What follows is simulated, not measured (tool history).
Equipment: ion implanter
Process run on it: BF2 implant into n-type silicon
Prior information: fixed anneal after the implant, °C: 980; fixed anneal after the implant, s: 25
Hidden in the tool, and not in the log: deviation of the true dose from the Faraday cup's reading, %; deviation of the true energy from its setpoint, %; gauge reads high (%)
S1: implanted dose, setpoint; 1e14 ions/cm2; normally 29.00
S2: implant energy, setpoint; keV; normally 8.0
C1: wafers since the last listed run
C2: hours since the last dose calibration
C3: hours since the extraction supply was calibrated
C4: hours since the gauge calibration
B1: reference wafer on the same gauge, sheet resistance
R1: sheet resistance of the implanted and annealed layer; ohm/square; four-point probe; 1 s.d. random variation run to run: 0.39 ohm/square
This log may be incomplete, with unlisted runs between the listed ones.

run   hour     S1   S2    C1      C2      C3     C4      B1      R1
  1    0.0  29.00  8.0     0   925.3  4839.8  687.8  233.05  264.58
       7.0  -- gauge calibrated
  2   19.5  29.00  8.0   504   944.8  4859.3   12.5  231.15  263.81
  3   48.7  29.00  8.0   755   974.0  4888.5   41.7  231.13  263.10
  4   66.1  29.00  9.0   450   991.4  4905.9   59.1  231.16  252.03
  5   98.1  29.00  9.0   828  1023.4  4937.9   91.1  231.11  252.30
  6  125.9  29.00  9.0   719  1051.2  4965.7  118.9  231.11  252.15
  7  141.0  29.00  8.0   390  1066.3  4980.8  134.0  231.18  263.02
  8  171.1  29.00  8.0   779  1096.4  5010.9  164.1  231.33  263.47
  9  189.3  29.00  8.0   471  1114.6  5029.1  182.3  231.33  262.19
 10  223.2  29.00  8.0   877  1148.5  5063.0  216.2  231.17  264.01
 11  238.6  29.00  8.0   398  1163.9  5078.4  231.6  231.37  263.47
     248.5  -- extraction supply calibrated
 12  327.6  29.00  8.0  2096  1252.9    79.1  320.6  231.52  263.67
 13  351.3  29.00  8.0   613  1276.6   102.8  344.3  231.77  263.21
 14  383.0  29.00  8.0   820  1308.3   134.5  376.0  231.79  263.87
 15  412.9  22.44  7.0   773  1338.2   164.4  405.9  231.80  283.06
 16  445.6  22.44  7.0   846  1370.9   197.1  438.6  232.00  283.40
 17  469.8  23.87  6.5   626  1395.1   221.3  462.8  232.10  289.46
 18  508.1  33.06  7.0   991  1433.4   259.6  501.1  232.31  275.13

The next listed run, before its measurement:
 19  537.3  29.00  8.0  755  1462.6  288.8  530.3   ?   ?

Run 19 produced B1 232.44, R1 264.34 ohm/square.
On a tool with no hidden condition, and with the same random variation, this run would have come out at R1 262.74 ohm/square.
